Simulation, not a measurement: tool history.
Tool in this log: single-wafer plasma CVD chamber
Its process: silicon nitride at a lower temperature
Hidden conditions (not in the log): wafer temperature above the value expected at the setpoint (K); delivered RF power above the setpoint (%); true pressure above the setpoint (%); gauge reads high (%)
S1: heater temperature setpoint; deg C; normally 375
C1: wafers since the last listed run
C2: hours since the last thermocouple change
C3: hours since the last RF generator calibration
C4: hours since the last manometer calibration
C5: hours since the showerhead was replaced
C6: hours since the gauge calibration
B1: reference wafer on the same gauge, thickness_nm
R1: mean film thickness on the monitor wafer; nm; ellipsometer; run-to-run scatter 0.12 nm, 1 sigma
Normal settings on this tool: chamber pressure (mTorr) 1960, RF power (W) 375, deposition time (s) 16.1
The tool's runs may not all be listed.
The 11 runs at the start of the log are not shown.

-- hour=131.3 gauge calibrated
run 12 hour=140.6 | S1=386 chamber_pressure_(mTorr)=1960 RF_power_(W)=375 deposition_time_(s)=16.1 | C1=394 C2=74.0 C3=96.7 C4=1989.1 C5=3521.2 C6=9.3 | B1=28.611 | R1=24.753
run 13 hour=148.4 | S1=375 chamber_pressure_(mTorr)=1960 RF_power_(W)=375 deposition_time_(s)=19.2 | C1=207 C2=81.8 C3=104.5 C4=1996.9 C5=3529.0 C6=17.1 | B1=28.580 | R1=29.496
run 14 hour=163.5 | S1=375 chamber_pressure_(mTorr)=1960 RF_power_(W)=375 deposition_time_(s)=13.4 | C1=402 C2=96.9 C3=119.6 C4=2012.0 C5=3544.1 C6=32.2 | B1=28.570 | R1=20.640
run 15 hour=171.1 | S1=375 chamber_pressure_(mTorr)=1960 RF_power_(W)=445 deposition_time_(s)=17.7 | C1=202 C2=104.5 C3=127.2 C4=2019.6 C5=3551.7 C6=39.8 | B1=28.617 | R1=30.615
run 16 hour=182.6 | S1=367 chamber_pressure_(mTorr)=1690 RF_power_(W)=375 deposition_time_(s)=18.3 | C1=306 C2=116.0 C3=138.7 C4=2031.1 C5=3563.2 C6=51.3 | B1=28.594 | R1=27.571
-- hour=202.2 capacitance manometer re-zeroed and calibrated
run 17 hour=202.7 | S1=386 chamber_pressure_(mTorr)=1960 RF_power_(W)=440 deposition_time_(s)=18.1 | C1=322 C2=136.1 C3=158.8 C4=0.5 C5=3583.3 C6=71.4 | B1=28.596 | R1=31.272
-- hour=219.9 showerhead replaced
run 18 hour=220.4 | S1=370 chamber_pressure_(mTorr)=2410 RF_power_(W)=340 deposition_time_(s)=14.1 | C1=258 C2=153.8 C3=176.5 C4=18.2 C5=0.5 C6=89.1 | B1=28.636 | R1=21.338
run 19 hour=222.9 | S1=375 chamber_pressure_(mTorr)=1960 RF_power_(W)=375 deposition_time_(s)=19.2 | C1=66 C2=156.3 C3=179.0 C4=20.7 C5=3.0 C6=91.6 | B1=28.628 | R1=29.615
run 20 hour=237.6 | S1=375 chamber_pressure_(mTorr)=1960 RF_power_(W)=325 deposition_time_(s)=16.1 | C1=391 C2=171.0 C3=193.7 C4=35.4 C5=17.7 C6=106.3 | B1=28.595 | R1=22.422
run 21 hour=244.1 | S1=389 chamber_pressure_(mTorr)=2110 RF_power_(W)=375 deposition_time_(s)=16.1 | C1=173 C2=177.5 C3=200.2 C4=41.9 C5=24.2 C6=112.8 | B1=28.594 | R1=25.045
run 22 hour=255.8 | S1=375 chamber_pressure_(mTorr)=1960 RF_power_(W)=375 deposition_time_(s)=16.1 | C1=311 C2=189.2 C3=211.9 C4=53.6 C5=35.9 C6=124.5 | B1=28.619 | R1=24.631
run 23 hour=272.0 | S1=368 chamber_pressure_(mTorr)=1960 RF_power_(W)=375 deposition_time_(s)=15.3 | C1=431 C2=205.4 C3=228.1 C4=69.8 C5=52.1 C6=140.7 | B1=28.626 | R1=23.642
run 24 hour=281.4 | S1=367 chamber_pressure_(mTorr)=1960 RF_power_(W)=400 deposition_time_(s)=16.1 | C1=250 C2=214.8 C3=237.5 C4=79.2 C5=61.5 C6=150.1 | B1=28.615 | R1=26.323
run 25 hour=292.7 | S1=375 chamber_pressure_(mTorr)=1960 RF_power_(W)=415 deposition_time_(s)=13.6 | C1=300 C2=226.1 C3=248.8 C4=90.5 C5=72.8 C6=161.4 | B1=28.567 | R1=22.523
run 26 hour=304.5 | S1=375 chamber_pressure_(mTorr)=1960 RF_power_(W)=375 deposition_time_(s)=14.4 | C1=314 C2=237.9 C3=260.6 C4=102.3 C5=84.6 C6=173.2 | B1=28.616 | R1=22.248
run 27 hour=320.4 | S1=386 chamber_pressure_(mTorr)=1960 RF_power_(W)=440 deposition_time_(s)=18.1 | C1=423 C2=253.8 C3=276.5 C4=118.2 C5=100.5 C6=189.1 | B1=28.608 | R1=30.808
run 28 hour=331.4 | S1=375 chamber_pressure_(mTorr)=2420 RF_power_(W)=375 deposition_time_(s)=16.1 | C1=292 C2=264.8 C3=287.5 C4=129.2 C5=111.5 C6=200.1 | B1=28.590 | R1=26.129
run 29 hour=345.5 | S1=363 chamber_pressure_(mTorr)=2310 RF_power_(W)=375 deposition_time_(s)=16.1 | C1=375 C2=278.9 C3=301.6 C4=143.3 C5=125.6 C6=214.2 | B1=28.570 | R1=25.903
run 30 hour=359.6 | S1=375 chamber_pressure_(mTorr)=1960 RF_power_(W)=375 deposition_time_(s)=16.1 | C1=375 C2=293.0 C3=315.7 C4=157.4 C5=139.7 C6=228.3 | B1=28.602 | R1=24.902

Alternative continuations, all from the tool just after run 30; predict every row:
run A hour=360.0 | S1=375 chamber_pressure_(mTorr)=1960 RF_power_(W)=375 deposition_time_(s)=16.1 | C1=10 C2=293.4 C3=316.1 C4=157.8 C5=140.1 C6=228.7 | B1=? | R1=?
run B hour=360.0 | S1=364 chamber_pressure_(mTorr)=2120 RF_power_(W)=435 deposition_time_(s)=13.5 | C1=10 C2=293.4 C3=316.1 C4=157.8 C5=140.1 C6=228.7 | B1=? | R1=?
run C hour=360.0 | S1=375 chamber_pressure_(mTorr)=1960 RF_power_(W)=375 deposition_time_(s)=17.2 | C1=10 C2=293.4 C3=316.1 C4=157.8 C5=140.1 C6=228.7 | B1=? | R1=?

run=A B1=28.572 R1=24.908
run=B B1=28.572 R1=23.662
run=C B1=28.572 R1=26.607
What these runs would have given with no unlogged condition in the tool:
run=A R1=24.908
run=B R1=23.662
run=C R1=26.607

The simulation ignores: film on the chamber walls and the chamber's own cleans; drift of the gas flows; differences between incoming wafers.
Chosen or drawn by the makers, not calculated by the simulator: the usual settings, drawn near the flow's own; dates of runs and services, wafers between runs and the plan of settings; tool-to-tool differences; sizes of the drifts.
